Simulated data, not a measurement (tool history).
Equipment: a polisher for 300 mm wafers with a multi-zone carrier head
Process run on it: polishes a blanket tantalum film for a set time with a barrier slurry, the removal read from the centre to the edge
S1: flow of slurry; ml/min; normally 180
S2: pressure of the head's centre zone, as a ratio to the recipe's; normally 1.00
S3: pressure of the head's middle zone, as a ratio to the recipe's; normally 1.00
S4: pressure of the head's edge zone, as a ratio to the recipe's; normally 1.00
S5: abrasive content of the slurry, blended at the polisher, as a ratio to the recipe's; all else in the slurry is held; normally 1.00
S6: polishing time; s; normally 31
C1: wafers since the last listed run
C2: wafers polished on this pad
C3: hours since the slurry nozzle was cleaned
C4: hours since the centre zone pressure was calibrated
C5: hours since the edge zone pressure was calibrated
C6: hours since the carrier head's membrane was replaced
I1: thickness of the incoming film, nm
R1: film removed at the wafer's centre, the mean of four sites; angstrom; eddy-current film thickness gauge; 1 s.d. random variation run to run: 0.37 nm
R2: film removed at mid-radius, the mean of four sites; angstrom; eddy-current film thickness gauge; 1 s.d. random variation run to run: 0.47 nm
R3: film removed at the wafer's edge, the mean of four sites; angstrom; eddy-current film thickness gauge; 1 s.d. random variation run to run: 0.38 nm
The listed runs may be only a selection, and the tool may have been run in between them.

run,hour,S1,S2,S3,S4,S5,S6,C1,C2,C3,C4,C5,C6,I1,R1,R2,R3
1,0.0,180,1.00,1.00,1.00,1.00,31,0,4084,461.7,598.3,94.2,842.3,219.4,338,327,346
# hour 11.0: slurry nozzle cleaned
# hour 72.9: worn pad replaced by a new one
2,80.6,180,1.00,1.00,1.00,1.00,31,1036,106,69.6,678.9,174.8,922.9,219.1,369,368,366
3,119.5,180,1.00,1.00,1.00,1.00,31,533,639,108.5,717.8,213.7,961.8,217.3,374,368,361
4,223.7,180,1.00,1.00,1.00,1.00,31,1428,2068,212.7,822.0,317.9,1066.0,221.8,364,359,357
5,310.2,180,1.00,1.00,1.00,1.00,31,1186,3254,299.2,908.5,404.4,1152.5,222.0,347,346,351
6,408.7,180,1.00,1.00,1.00,1.00,31,1350,4605,397.7,1007.0,502.9,1251.0,220.1,338,341,340
# hour 442.8: edge zone pressure recalibrated
7,465.1,180,1.00,1.00,1.00,1.00,31,745,5351,454.1,1063.4,22.3,1307.4,219.6,333,340,343
# hour 487.8: slurry nozzle cleaned
# hour 516.0: worn pad replaced by a new one
8,531.7,180,1.00,1.00,1.00,1.00,31,844,214,43.9,1130.0,88.9,1374.0,222.5,380,372,372
9,603.4,210,1.00,1.00,1.00,1.00,31,983,1197,115.6,1201.7,160.6,1445.7,221.7,388,374,372
10,650.3,180,0.90,1.00,1.00,1.00,31,643,1840,162.5,1248.6,207.5,1492.6,219.9,342,358,357
11,746.4,180,0.90,1.00,1.00,1.00,31,1317,3158,258.6,1344.7,303.6,1588.7,222.1,330,355,361
12,791.0,180,1.00,1.00,0.92,0.85,42,611,3770,303.2,1389.3,348.2,1633.3,222.3,441,434,421
# hour 872.0: worn pad replaced by a new one
# hour 905.1: centre zone pressure recalibrated
# hour 907.1: carrier head's membrane replaced by a new one
# hour 940.6: edge zone pressure recalibrated
# hour 957.5: slurry nozzle cleaned
13,981.2,135,1.06,0.90,1.00,1.00,31,2456,1400,23.7,76.1,40.6,74.1,224.6,373,329,359
14,1063.2,120,1.08,1.09,1.00,1.00,31,1124,2524,105.7,158.1,122.6,156.1,220.4,363,368,352
# hour 1255.3: worn pad replaced by a new one
15,1268.9,200,1.00,1.09,1.00,1.00,31,2765,186,311.4,363.8,328.3,361.8,219.7,365,377,362
16,1331.4,180,1.00,1.00,0.92,0.85,42,857,1043,373.9,426.3,390.8,424.3,220.6,439,431,409

Estimate the outcome of run 17 from the log above:
17,1381.7,180,1.00,1.00,1.00,0.75,25,689,1733,424.2,476.6,441.1,474.6,222.9,?,?,?

R1: 231 angstrom
R2: 234 angstrom
R3: 234 angstrom
Take away the tool's hidden state, keep the run-to-run variation as it was, and the same run would have given R1 255 angstrom, R2 256 angstrom, R3 249 angstrom.

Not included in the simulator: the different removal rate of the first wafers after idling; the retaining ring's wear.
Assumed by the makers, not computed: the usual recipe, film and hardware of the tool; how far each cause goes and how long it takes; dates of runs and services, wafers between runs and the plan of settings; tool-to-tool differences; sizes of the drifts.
